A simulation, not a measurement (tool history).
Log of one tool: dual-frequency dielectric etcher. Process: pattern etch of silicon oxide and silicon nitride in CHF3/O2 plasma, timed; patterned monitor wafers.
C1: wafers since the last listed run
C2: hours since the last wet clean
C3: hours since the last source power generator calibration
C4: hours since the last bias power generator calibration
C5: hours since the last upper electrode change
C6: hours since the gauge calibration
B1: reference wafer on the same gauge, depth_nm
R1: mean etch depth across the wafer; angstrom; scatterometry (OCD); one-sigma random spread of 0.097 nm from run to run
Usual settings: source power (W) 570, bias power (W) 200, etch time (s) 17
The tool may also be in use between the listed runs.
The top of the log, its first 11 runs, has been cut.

Run 12, hour 859.4: usual settings; C1 2634; C2 563.3; C3 3073.5; C4 3004.6; C5 129; C6 621.5; B1 22.61. Result: R1 241.2 angstrom.
Run 13, hour 942.6: usual settings but source power (W) 690; C1 1705; C2 646.5; C3 3156.7; C4 3087.8; C5 212.2; C6 704.7; B1 22.62. Result: R1 249.8 angstrom.
Run 14, hour 1021.1: usual settings but bias power (W) 162, etch time (s) 14.5; C1 1609; C2 725; C3 3235.2; C4 3166.3; C5 290.7; C6 783.2; B1 22.58. Result: R1 189.6 angstrom.
At hour 1084.2: wet clean of the chamber.
Run 15, hour 1102.5: usual settings but source power (W) 520, etch time (s) 12.5; C1 1176; C2 18.3; C3 3316.6; C4 3247.7; C5 372.1; C6 864.6; B1 22.6. Result: R1 177.8 angstrom.
Run 16, hour 1186.3: usual settings; C1 1718; C2 102.1; C3 3400.4; C4 3331.5; C5 455.9; C6 948.4; B1 22.56. Result: R1 244.6 angstrom.
Run 17, hour 1250.3: usual settings but source power (W) 490, etch time (s) 21.5; C1 1312; C2 166.1; C3 3464.4; C4 3395.5; C5 519.9; C6 1012.4; B1 22.6. Result: R1 299.7 angstrom.
Run 18, hour 1298.3: usual settings but source power (W) 480, bias power (W) 230, etch time (s) 15; C1 984; C2 214.1; C3 3512.4; C4 3443.5; C5 567.9; C6 1060.4; B1 22.61. Result: R1 218.4 angstrom.
At hour 1329.9: bias power generator calibrated.
Run 19, hour 1390.5: usual settings but source power (W) 690, bias power (W) 238, etch time (s) 15; C1 1808; C2 306.3; C3 3604.6; C4 60.6; C5 660.1; C6 1152.6; B1 22.63. Result: R1 241.3 angstrom.
At hour 1434.9: source power generator calibrated.
Run 20, hour 1482.1: usual settings but source power (W) 440, bias power (W) 227, etch time (s) 13.5; C1 1795; C2 397.9; C3 47.2; C4 152.2; C5 751.7; C6 1244.2; B1 22.61. Result: R1 196.3 angstrom.
Run 21, hour 1545.9: usual settings; C1 1308; C2 461.7; C3 111; C4 216; C5 815.5; C6 1308; B1 22.59. Result: R1 246.3 angstrom.

What will run 22 give?
Run 22, hour 1646.3: usual settings but source power (W) 530, bias power (W) 219, etch time (s) 15.5; C1 2058; C2 562.1; C3 211.4; C4 316.4; C5 915.9; C6 1408.4; B1 ?. Result: R1 ?.

B1: 22.62
R1: 227.6 angstrom
If the tool had no hidden condition, the same run with the same run-to-run variation would have returned R1 232 angstrom.
